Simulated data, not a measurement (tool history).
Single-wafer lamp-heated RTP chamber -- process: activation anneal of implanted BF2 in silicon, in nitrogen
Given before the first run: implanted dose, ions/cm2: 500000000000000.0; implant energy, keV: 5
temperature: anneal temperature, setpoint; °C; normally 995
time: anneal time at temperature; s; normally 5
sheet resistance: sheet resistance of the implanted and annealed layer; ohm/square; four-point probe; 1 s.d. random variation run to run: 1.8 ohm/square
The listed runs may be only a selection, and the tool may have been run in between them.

| run | hour | temperature | time | wafers since the last listed run | wafers since the last pyrometer calibration | wafers since the reflector plate was cleaned | hours since the gauge calibration | read-back reference wafer on the same gauge, sheet resistance | sheet resistance |
|---|---|---|---|---|---|---|---|---|---|
| 1 | 0.0 | 995 | 5 | 0 | 1158 | 3612 | 272.7 | 620.88 | 513.63 |
| 2 | 13.3 | 995 | 6 | 279 | 1437 | 3891 | 286.0 | 620.79 | 496.86 |
| 3 | 43.1 | 995 | 6 | 626 | 2064 | 4518 | 315.8 | 621.31 | 491.56 |
|  | 48.4 | gauge calibrated |
|  | 64.0 | reflector plate cleaned |
| 4 | 64.5 | 995 | 6 | 281 | 2346 | 10 | 16.1 | 621.30 | 493.32 |
| 5 | 76.0 | 995 | 5 | 241 | 2588 | 251 | 27.6 | 620.55 | 508.92 |
| 6 | 111.2 | 984 | 4 | 740 | 3328 | 992 | 62.8 | 620.86 | 573.62 |
| 7 | 146.9 | 995 | 5 | 750 | 4079 | 1742 | 98.5 | 621.56 | 505.90 |
| 8 | 172.3 | 995 | 5 | 534 | 4613 | 2277 | 123.9 | 621.02 | 504.92 |
|  | 187.0 | pyrometer window cleaned and pyrometer calibrated |
| 9 | 187.5 | 995 | 5 | 151 | 10 | 2428 | 139.1 | 621.02 | 516.38 |
| 10 | 217.8 | 995 | 5 | 637 | 647 | 3065 | 169.4 | 620.87 | 520.81 |
| 11 | 233.4 | 995 | 5 | 328 | 975 | 3393 | 185.0 | 620.99 | 515.77 |
| 12 | 269.1 | 1025 | 8 | 750 | 1726 | 4144 | 220.7 | 620.83 | 398.81 |
| 13 | 303.8 | 995 | 5 | 729 | 2456 | 4874 | 255.4 | 620.44 | 508.88 |
| 14 | 318.5 | 1019 | 5 | 309 | 2765 | 5183 | 270.1 | 621.26 | 436.39 |
|  | 327.5 | gauge calibrated |
| 15 | 351.3 | 1020 | 7 | 689 | 3455 | 5873 | 23.8 | 621.20 | 412.49 |
|  | 367.8 | reflector plate cleaned |
| 16 | 368.3 | 979 | 3 | 189 | 3644 | 11 | 40.8 | 620.94 | 623.07 |
| 17 | 378.6 | 995 | 3 | 216 | 3860 | 227 | 51.1 | 620.96 | 554.68 |
| 18 | 397.0 | 1022 | 3 | 386 | 4247 | 614 | 69.5 | 621.50 | 469.85 |
| 19 | 426.6 | 995 | 5 | 622 | 4870 | 1237 | 99.1 | 620.92 | 508.36 |
|  | 443.8 | pyrometer window cleaned and pyrometer calibrated |
| 20 | 445.0 | 967 | 5 | 218 | 24 | 1455 | 117.5 | 621.25 | 646.99 |
| 21 | 461.8 | 973 | 6 | 353 | 377 | 1809 | 134.3 | 620.73 | 598.98 |
| 22 | 495.4 | 995 | 5 | 706 | 1084 | 2515 | 167.9 | 621.17 | 516.08 |

Predict each of these 3 candidate next runs independently; none follows another, all start after run 22:
| A | 495.8 | 1025 | 5 | 8 | 1092 | 2524 | 168.3 | ? | ? |
| B | 495.8 | 1011 | 8 | 8 | 1092 | 2524 | 168.3 | ? | ? |
| C | 495.8 | 986 | 4 | 8 | 1092 | 2524 | 168.3 | ? | ? |

| run | read-back reference wafer on the same gauge, sheet resistance | sheet resistance |
|---|---|---|
| A | 621.13 | 429.37 |
| B | 621.13 | 424.30 |
| C | 621.13 | 575.20 |
What these runs would have given with no unlogged condition in the tool:
| run | sheet resistance |
|---|---|
| A | 431.57 |
| B | 426.53 |
| C | 579.42 |
